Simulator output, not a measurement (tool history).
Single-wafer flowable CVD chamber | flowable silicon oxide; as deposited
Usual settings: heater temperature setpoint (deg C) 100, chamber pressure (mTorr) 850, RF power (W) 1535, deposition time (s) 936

run    hour  heater temperature setpoint (deg C)  chamber pressure (mTorr)  RF power (W)  deposition time (s)  read-back reference wafer on the same gauge, thickness_nm  mean film thickness on the monitor wafer (nm)
  1     0.0                                  100                       850          1535                  936                                                    622.923                                        592.613
  2    41.9                                  100                       850          1535                  936                                                    620.878                                        593.833
  3   107.0                                  111                       850          1535                 1017                                                    623.025                                        471.188
  4   165.4                                  100                       850          1535                  936                                                    622.191                                        601.638
  5   211.3                                  100                       850          1535                 1083                                                    622.033                                        685.555
      214.3  -- gauge calibrated
  6   248.4                                  100                       850          1535                  936                                                    622.052                                        597.328
  7   298.9                                  100                       958          1290                  936                                                    621.800                                        638.038
  8   357.2                                  100                       958          1290                  936                                                    621.502                                        639.225
  9   397.2                                  100                       850          1535                  936                                                    622.829                                        597.777
      436.5  -- showerhead replaced
 10   464.3                                  100                       850          1535                  936                                                    621.423                                        599.660
      503.3  -- thermocouple changed; heater temperature recalibrated
 11   509.9                                   87                       850          1795                  936                                                    622.834                                        904.443
      538.4  -- RF generator calibrated
 12   549.3                                  100                       850          1535                  936                                                    622.599                                        597.304
 13   602.8                                   88                       986          1535                 1120                                                    622.521                                       1172.718
 14   644.8                                  100                       684          1325                  936                                                    621.682                                        460.713
 15   681.0                                  105                       850          1285                  936                                                    621.934                                        489.119
 16   777.7                                  100                      1060          1380                  936                                                    622.199                                        722.676
      854.2  -- capacitance manometer re-zeroed and calibrated
 17   854.7                                  100                       850          1535                  936                                                    623.734                                        600.016
 18   872.6                                  107                       850          1820                  830                                                    622.393                                        443.743
 19   912.8                                   88                       850          1310                  775                                                    622.190                                        668.328
 20   969.0                                   92                       708          1770                 1041                                                    622.365                                        722.631
 21  1002.3                                   87                       711          1415                  936                                                    620.835                                        706.143
 22  1048.9                                   96                       905          1435                 1061                                                    621.807                                        791.070
 23  1075.6                                  112                       850          1535                  813                                                    621.350                                        366.792
 24  1139.5                                  100                       942          1535                  936                                                    620.613                                        656.914
 25  1192.2                                  100                       675          1535                  936                                                    621.930                                        476.489
 26  1217.5                                  100                      1055          1535                  936                                                    622.762                                        746.855
 27  1245.2                                  106                       850          1535                  936                                                    622.408                                        502.252
 28  1281.8                                  100                      1050          1370                 1025                                                    622.546                                        773.932

4 ways to go on from here, each from the tool as it stands after run 28. What would each give?
  A  1282.5                                  100                       850          1535                  936                                                          ?                                              ?
  B  1282.5                                  100                       850          1535                  853                                                          ?                                              ?
  C  1282.5                                  104                       850          1375                  753                                                          ?                                              ?
  D  1282.5                                  105                       908          1795                  816                                                          ?                                              ?

run  read-back reference wafer on the same gauge, thickness_nm  mean film thickness on the monitor wafer (nm)
  A                                                    621.374                                        597.801
  B                                                    621.374                                        544.791
  C                                                    621.374                                        412.779
  D                                                    621.374                                        497.835
Without the tool's hidden state the same runs would have given:
run  mean film thickness on the monitor wafer (nm)
  A                                        597.801
  B                                        544.791
  C                                        412.779
  D                                        497.835
